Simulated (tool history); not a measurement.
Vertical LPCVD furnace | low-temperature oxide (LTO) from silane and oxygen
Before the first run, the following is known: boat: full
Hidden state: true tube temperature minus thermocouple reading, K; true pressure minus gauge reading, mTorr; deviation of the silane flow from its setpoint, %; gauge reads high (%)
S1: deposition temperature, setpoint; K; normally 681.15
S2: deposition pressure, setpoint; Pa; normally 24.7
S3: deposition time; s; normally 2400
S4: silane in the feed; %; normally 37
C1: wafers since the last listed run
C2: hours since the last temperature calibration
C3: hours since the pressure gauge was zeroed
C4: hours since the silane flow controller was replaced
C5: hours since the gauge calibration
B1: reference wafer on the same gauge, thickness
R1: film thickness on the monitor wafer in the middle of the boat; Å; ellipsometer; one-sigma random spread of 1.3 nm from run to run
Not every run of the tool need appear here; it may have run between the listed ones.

run,hour,S1,S2,S3,S4,C1,C2,C3,C4,C5,B1,R1
1,0.0,681.15,20.0,2040,37,0,2530.3,1704.1,1680.0,420.6,294.92,2211.1
2,68.3,681.15,20.0,2040,37,1256,2598.6,1772.4,1748.3,488.9,295.04,2193.9
3,152.3,681.15,28.0,2400,37,1545,2682.6,1856.4,1832.3,572.9,295.26,3623.8
4,234.4,681.15,28.0,2400,37,1510,2764.7,1938.5,1914.4,655.0,295.06,3634.2
5,326.8,681.15,28.0,2400,37,1699,2857.1,2030.9,2006.8,747.4,295.07,3629.8
6,431.1,681.15,24.7,2130,33,1918,2961.4,2135.2,2111.1,851.7,294.82,2444.9
# hour 483.2: thermocouples replaced and temperature profile calibrated
# hour 538.9: gauge calibrated
# hour 576.7: silane flow controller replaced
7,607.1,681.15,24.7,2130,33,2354,123.9,2311.2,30.4,68.2,295.01,2446.8
8,655.3,681.15,24.7,2130,33,886,172.1,2359.4,78.6,116.4,294.80,2449.3
9,719.4,681.15,24.7,2130,37,1179,236.2,2423.5,142.7,180.5,294.94,2850.4
10,808.3,681.15,24.7,2400,37,1635,325.1,2512.4,231.6,269.4,295.27,3197.5
11,904.6,672.15,24.7,1500,37,1771,421.4,2608.7,327.9,365.7,295.08,1813.6
12,955.5,673.15,21.3,1530,34,936,472.3,2659.6,378.8,416.6,294.74,1444.5
13,1059.0,681.15,24.7,2400,37,1903,575.8,2763.1,482.3,520.1,295.20,3213.7
14,1107.6,681.15,24.7,2400,37,894,624.4,2811.7,530.9,568.7,294.65,3165.9
# hour 1142.8: pressure gauge zeroed
15,1165.1,681.15,24.7,2130,33,616,681.9,22.3,588.4,626.2,295.12,2445.5
16,1221.0,673.15,24.7,2400,37,1028,737.8,78.2,644.3,682.1,295.10,2905.2
17,1324.0,670.15,22.7,2010,32,1894,840.8,181.2,747.3,785.1,295.10,1774.0
18,1395.7,681.15,24.7,1710,42,1318,912.5,252.9,819.0,856.8,294.79,2640.3
19,1464.7,692.15,24.7,2400,37,1269,981.5,321.9,888.0,925.8,294.68,3584.8

Here are 5 independent what-if runs from the current tool condition. What would each one return?
A,1469.3,681.15,24.7,2400,37,84,986.1,326.5,892.6,930.4,?,?
B,1469.3,685.15,24.7,2400,37,84,986.1,326.5,892.6,930.4,?,?
C,1469.3,681.15,29.3,2400,44,84,986.1,326.5,892.6,930.4,?,?
D,1469.3,678.15,24.7,2400,37,84,986.1,326.5,892.6,930.4,?,?
E,1469.3,681.15,29.3,2760,37,84,986.1,326.5,892.6,930.4,?,?

run,B1,R1
A,294.95,3177.3
B,294.95,3318.3
C,294.95,4610.6
D,294.95,3074.1
E,294.95,4345.2
The same runs, with their run-to-run variation unchanged, on a tool lacking any hidden condition would have given:
run,R1
A,3177.3
B,3318.3
C,4610.6
D,3074.1
E,4345.2
